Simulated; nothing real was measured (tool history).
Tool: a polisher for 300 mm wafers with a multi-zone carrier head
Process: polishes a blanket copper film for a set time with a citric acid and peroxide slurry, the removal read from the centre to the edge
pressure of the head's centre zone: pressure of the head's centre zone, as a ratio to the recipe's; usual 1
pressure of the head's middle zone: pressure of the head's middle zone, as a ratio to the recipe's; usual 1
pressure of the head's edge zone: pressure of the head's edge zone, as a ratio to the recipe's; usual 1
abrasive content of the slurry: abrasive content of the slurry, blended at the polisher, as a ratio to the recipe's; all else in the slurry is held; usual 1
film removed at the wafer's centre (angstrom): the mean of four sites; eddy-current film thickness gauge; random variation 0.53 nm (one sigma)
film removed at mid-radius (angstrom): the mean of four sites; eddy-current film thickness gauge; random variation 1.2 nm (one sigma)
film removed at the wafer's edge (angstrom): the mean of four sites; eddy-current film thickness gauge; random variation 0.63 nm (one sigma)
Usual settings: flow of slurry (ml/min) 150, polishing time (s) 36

| run | day | flow of slurry (ml/min) | pressure of the head's centre zone | pressure of the head's middle zone | pressure of the head's edge zone | abrasive content of the slurry | polishing time (s) | incoming thickness of the incoming film, nm | film removed at the wafer's centre (angstrom) | film removed at mid-radius (angstrom) | film removed at the wafer's edge (angstrom) |
|---|---|---|---|---|---|---|---|---|---|---|---|
| 1 | 0 | 150 | 1 | 1 | 1 | 1 | 36 | 835.9 | 811 | 865 | 843 |
| 2 | 2.958 | 150 | 1 | 1 | 1 | 1 | 36 | 851.9 | 809 | 844 | 831 |
|  | 3.625 | slurry nozzle cleaned |
|  | 4.375 | worn pad replaced by a new one |
| 3 | 8.938 | 150 | 1 | 1 | 1 | 1 | 36 | 846.3 | 802 | 844 | 847 |
| 4 | 10.162 | 150 | 1 | 1 | 1 | 1.15 | 36 | 858.9 | 831 | 879 | 868 |
| 5 | 12.579 | 150 | 1 | 1 | 1 | 1.15 | 36 | 853.4 | 827 | 881 | 891 |
|  | 14.329 | worn pad replaced by a new one |
| 6 | 14.892 | 150 | 1 | 0.92 | 1 | 1 | 36 | 868.1 | 793 | 796 | 842 |
|  | 15.642 | edge zone pressure recalibrated |
| 7 | 17.071 | 150 | 1 | 1 | 1 | 1 | 36 | 850.2 | 788 | 848 | 838 |
| 8 | 19.179 | 150 | 1 | 1 | 1 | 1 | 36 | 848.5 | 791 | 855 | 840 |
| 9 | 21.888 | 150 | 0.9 | 0.93 | 1 | 1.25 | 40 | 846.9 | 844 | 920 | 1015 |
|  | 24.696 | slurry nozzle cleaned |
| 10 | 24.825 | 150 | 1 | 1 | 1 | 1 | 48 | 855.2 | 1061 | 1130 | 1116 |
|  | 25.529 | worn pad replaced by a new one |
| 11 | 25.829 | 150 | 0.95 | 1 | 1 | 1 | 36 | 838.6 | 746 | 845 | 852 |
| 12 | 28.258 | 150 | 1 | 1 | 1 | 1 | 36 | 840.4 | 787 | 846 | 843 |
| 13 | 30.112 | 150 | 0.94 | 1 | 1 | 1 | 36 | 859 | 741 | 843 | 846 |
|  | 32.379 | centre zone pressure recalibrated |
| 14 | 32.433 | 150 | 1 | 0.96 | 1.08 | 1.2 | 36 | 833.7 | 882 | 853 | 924 |
| 15 | 33.5 | 150 | 0.95 | 1.07 | 1 | 1 | 36 | 850.8 | 800 | 902 | 842 |
|  | 36.354 | worn pad replaced by a new one |
|  | 40.512 | carrier head's membrane replaced by a new one |
| 16 | 42.2 | 150 | 1 | 1 | 1 | 1 | 36 | 859 | 805 | 841 | 834 |
| 17 | 44.125 | 150 | 1 | 1.11 | 1 | 1 | 36 | 847.9 | 808 | 914 | 838 |
|  | 44.733 | slurry nozzle cleaned |
| 18 | 45.308 | 150 | 0.97 | 1 | 1 | 1 | 36 | 861.3 | 789 | 850 | 849 |
|  | 48.812 | worn pad replaced by a new one |
|  | 50.012 | edge zone pressure recalibrated |
| 19 | 51.492 | 150 | 1 | 0.91 | 1 | 1 | 25 | 863.7 | 560 | 547 | 588 |
| 20 | 52.625 | 150 | 1 | 1 | 1 | 1 | 36 | 854 | 795 | 861 | 856 |

5 ways to go on from here, each from the tool as it stands after run 20. What would each give?
| A | 52.642 | 150 | 1 | 1 | 1 | 1 | 36 | 854.3 | ? | ? | ? |
| B | 52.642 | 135 | 1 | 1.07 | 1 | 1 | 36 | 854.3 | ? | ? | ? |
| C | 52.642 | 110 | 1 | 0.88 | 1 | 1 | 27 | 854.3 | ? | ? | ? |
| D | 52.642 | 150 | 1 | 1 | 0.95 | 1.1 | 36 | 854.3 | ? | ? | ? |
| E | 52.642 | 150 | 0.89 | 1 | 1 | 1 | 32 | 854.3 | ? | ? | ? |

| run | film removed at the wafer's centre (angstrom) | film removed at mid-radius (angstrom) | film removed at the wafer's edge (angstrom) |
|---|---|---|---|
| A | 788 | 855 | 850 |
| B | 770 | 886 | 836 |
| C | 546 | 538 | 608 |
| D | 809 | 878 | 854 |
| E | 627 | 760 | 755 |
Without the tool's hidden state the same runs would have given:
| run | film removed at the wafer's centre (angstrom) | film removed at mid-radius (angstrom) | film removed at the wafer's edge (angstrom) |
|---|---|---|---|
| A | 826 | 855 | 850 |
| B | 807 | 886 | 836 |
| C | 572 | 538 | 608 |
| D | 848 | 878 | 854 |
| E | 657 | 760 | 755 |

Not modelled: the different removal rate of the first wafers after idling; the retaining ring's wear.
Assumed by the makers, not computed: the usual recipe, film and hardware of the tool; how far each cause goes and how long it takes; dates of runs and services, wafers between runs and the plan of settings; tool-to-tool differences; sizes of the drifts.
